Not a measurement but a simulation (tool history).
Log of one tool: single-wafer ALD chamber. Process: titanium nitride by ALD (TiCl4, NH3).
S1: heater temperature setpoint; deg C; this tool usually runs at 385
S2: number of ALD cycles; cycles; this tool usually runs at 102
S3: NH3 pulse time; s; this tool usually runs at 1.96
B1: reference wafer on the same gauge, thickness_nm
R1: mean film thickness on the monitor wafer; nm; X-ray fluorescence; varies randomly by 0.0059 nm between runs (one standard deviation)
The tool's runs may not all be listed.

| run | hour | S1 | S2 | S3 | B1 | R1 |
|---|---|---|---|---|---|---|
| 1 | 0 | 381 | 102 | 1.96 | 2.212 | 2.353 |
| 2 | 56.2 | 381 | 102 | 1.96 | 2.209 | 2.347 |
| 3 | 101.2 | 382 | 102 | 1.4 | 2.206 | 2.302 |
| 4 | 141 | 385 | 102 | 1.96 | 2.203 | 2.352 |
| 5 | 173.9 | 385 | 102 | 1.96 | 2.202 | 2.341 |
| 6 | 218 | 385 | 102 | 1.96 | 2.199 | 2.344 |
| 7 | 269.9 | 385 | 102 | 1.96 | 2.195 | 2.332 |
| 8 | 312.8 | 385 | 102 | 1.96 | 2.192 | 2.332 |
| 9 | 361.4 | 385 | 102 | 1.96 | 2.187 | 2.338 |
| 10 | 392.3 | 385 | 102 | 1.96 | 2.185 | 2.334 |
|  | 432.6 | gauge calibrated |
| 11 | 433.9 | 385 | 102 | 1.96 | 2.211 | 2.354 |
| 12 | 498.3 | 379 | 94 | 1.41 | 2.212 | 2.109 |

Estimate the outcome of run 13 from the log above:
|  | 649.5 | showerhead replaced |
| 13 | 702.9 | 390 | 87 | 2.18 | ? | ? |

Run 13 measured B1 2.208, R1 2.023 nm.
Were there no unlogged condition in the tool, this run, its random variation unchanged, would have produced R1 2.034 nm.
